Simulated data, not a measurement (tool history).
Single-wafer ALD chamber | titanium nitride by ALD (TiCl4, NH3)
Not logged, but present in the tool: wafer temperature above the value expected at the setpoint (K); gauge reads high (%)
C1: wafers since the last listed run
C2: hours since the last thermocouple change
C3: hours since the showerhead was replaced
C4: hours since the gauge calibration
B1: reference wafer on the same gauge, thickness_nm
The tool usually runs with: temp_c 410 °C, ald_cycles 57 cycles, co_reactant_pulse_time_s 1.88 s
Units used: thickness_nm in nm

{"run": 1, "day": 0.0, "temp_c": 410, "ald_cycles": 57, "co_reactant_pulse_time_s": 2.11, "C1": 0, "C2": 2120.4, "C3": 3103.5, "C4": 767.5, "B1": 1.25, "thickness_nm": 1.295}
{"run": 2, "day": 2.129, "temp_c": 410, "ald_cycles": 57, "co_reactant_pulse_time_s": 2.11, "C1": 143, "C2": 2171.5, "C3": 3154.6, "C4": 818.6, "B1": 1.25, "thickness_nm": 1.294}
{"run": 3, "day": 3.408, "temp_c": 410, "ald_cycles": 57, "co_reactant_pulse_time_s": 2.11, "C1": 86, "C2": 2202.2, "C3": 3185.3, "C4": 849.3, "B1": 1.25, "thickness_nm": 1.293}
{"run": 4, "day": 5.267, "temp_c": 410, "ald_cycles": 57, "co_reactant_pulse_time_s": 1.88, "C1": 125, "C2": 2246.8, "C3": 3229.9, "C4": 893.9, "B1": 1.25, "thickness_nm": 1.297}
{"run": 5, "day": 11.433, "temp_c": 410, "ald_cycles": 64, "co_reactant_pulse_time_s": 1.88, "C1": 415, "C2": 2394.8, "C3": 3377.9, "C4": 1041.9, "B1": 1.249, "thickness_nm": 1.452}
{"run": 6, "day": 13.812, "temp_c": 410, "ald_cycles": 64, "co_reactant_pulse_time_s": 1.88, "C1": 160, "C2": 2451.9, "C3": 3435.0, "C4": 1099.0, "B1": 1.25, "thickness_nm": 1.449}
{"run": 7, "day": 15.442, "temp_c": 410, "ald_cycles": 57, "co_reactant_pulse_time_s": 1.88, "C1": 109, "C2": 2491.0, "C3": 3474.1, "C4": 1138.1, "B1": 1.249, "thickness_nm": 1.295}
{"run": 8, "day": 17.221, "temp_c": 410, "ald_cycles": 57, "co_reactant_pulse_time_s": 1.88, "C1": 119, "C2": 2533.7, "C3": 3516.8, "C4": 1180.8, "B1": 1.25, "thickness_nm": 1.294}
{"day": 18.629, "done": "thermocouple changed; heater temperature recalibrated"}
{"run": 9, "day": 19.167, "temp_c": 410, "ald_cycles": 57, "co_reactant_pulse_time_s": 1.88, "C1": 108, "C2": 12.9, "C3": 3563.5, "C4": 1227.5, "B1": 1.25, "thickness_nm": 1.288}
{"run": 10, "day": 20.496, "temp_c": 410, "ald_cycles": 57, "co_reactant_pulse_time_s": 1.88, "C1": 89, "C2": 44.8, "C3": 3595.4, "C4": 1259.4, "B1": 1.25, "thickness_nm": 1.289}
{"run": 11, "day": 25.85, "temp_c": 410, "ald_cycles": 65, "co_reactant_pulse_time_s": 2.16, "C1": 360, "C2": 173.3, "C3": 3723.9, "C4": 1387.9, "B1": 1.249, "thickness_nm": 1.481}
{"run": 12, "day": 27.246, "temp_c": 400, "ald_cycles": 57, "co_reactant_pulse_time_s": 1.26, "C1": 94, "C2": 206.8, "C3": 3757.4, "C4": 1421.4, "B1": 1.25, "thickness_nm": 1.268}
{"day": 27.617, "done": "gauge calibrated"}
{"run": 13, "day": 32.9, "temp_c": 410, "ald_cycles": 57, "co_reactant_pulse_time_s": 1.88, "C1": 381, "C2": 342.5, "C3": 3893.1, "C4": 126.8, "B1": 1.251, "thickness_nm": 1.289}
{"run": 14, "day": 34.162, "temp_c": 404, "ald_cycles": 66, "co_reactant_pulse_time_s": 1.17, "C1": 85, "C2": 372.8, "C3": 3923.4, "C4": 157.1, "B1": 1.25, "thickness_nm": 1.475}
{"day": 35.483, "done": "showerhead replaced"}
{"run": 15, "day": 35.975, "temp_c": 410, "ald_cycles": 57, "co_reactant_pulse_time_s": 1.88, "C1": 99, "C2": 416.3, "C3": 11.8, "C4": 200.6, "B1": 1.25, "thickness_nm": 1.296}
{"run": 16, "day": 37.271, "temp_c": 410, "ald_cycles": 57, "co_reactant_pulse_time_s": 1.88, "C1": 87, "C2": 447.4, "C3": 42.9, "C4": 231.7, "B1": 1.251, "thickness_nm": 1.293}
{"run": 17, "day": 38.3, "temp_c": 417, "ald_cycles": 48, "co_reactant_pulse_time_s": 1.24, "C1": 69, "C2": 472.1, "C3": 67.6, "C4": 256.4, "B1": 1.25, "thickness_nm": 1.077}
{"run": 18, "day": 40.683, "temp_c": 400, "ald_cycles": 67, "co_reactant_pulse_time_s": 2.47, "C1": 160, "C2": 529.3, "C3": 124.8, "C4": 313.6, "B1": 1.25, "thickness_nm": 1.517}
{"run": 19, "day": 43.071, "temp_c": 418, "ald_cycles": 57, "co_reactant_pulse_time_s": 1.88, "C1": 160, "C2": 586.6, "C3": 182.1, "C4": 370.9, "B1": 1.25, "thickness_nm": 1.295}
{"run": 20, "day": 44.729, "temp_c": 410, "ald_cycles": 54, "co_reactant_pulse_time_s": 1.88, "C1": 111, "C2": 626.4, "C3": 221.9, "C4": 410.7, "B1": 1.251, "thickness_nm": 1.224}

Predict each of these 3 candidate next runs independently; none follows another, all start after run 20:
{"run": "A", "day": 44.75, "temp_c": 410, "ald_cycles": 68, "co_reactant_pulse_time_s": 1.88, "C1": 1, "C2": 626.9, "C3": 222.4, "C4": 411.2, "B1": "?", "thickness_nm": "?"}
{"run": "B", "day": 44.75, "temp_c": 403, "ald_cycles": 57, "co_reactant_pulse_time_s": 1.19, "C1": 1, "C2": 626.9, "C3": 222.4, "C4": 411.2, "B1": "?", "thickness_nm": "?"}
{"run": "C", "day": 44.75, "temp_c": 398, "ald_cycles": 57, "co_reactant_pulse_time_s": 1.88, "C1": 1, "C2": 626.9, "C3": 222.4, "C4": 411.2, "B1": "?", "thickness_nm": "?"}

run=A B1=1.250 thickness_nm=1.540
run=B B1=1.250 thickness_nm=1.272
run=C B1=1.250 thickness_nm=1.284
Stripped of hidden state, with their random variation kept, the same runs would have yielded:
run=A thickness_nm=1.540
run=B thickness_nm=1.272
run=C thickness_nm=1.284
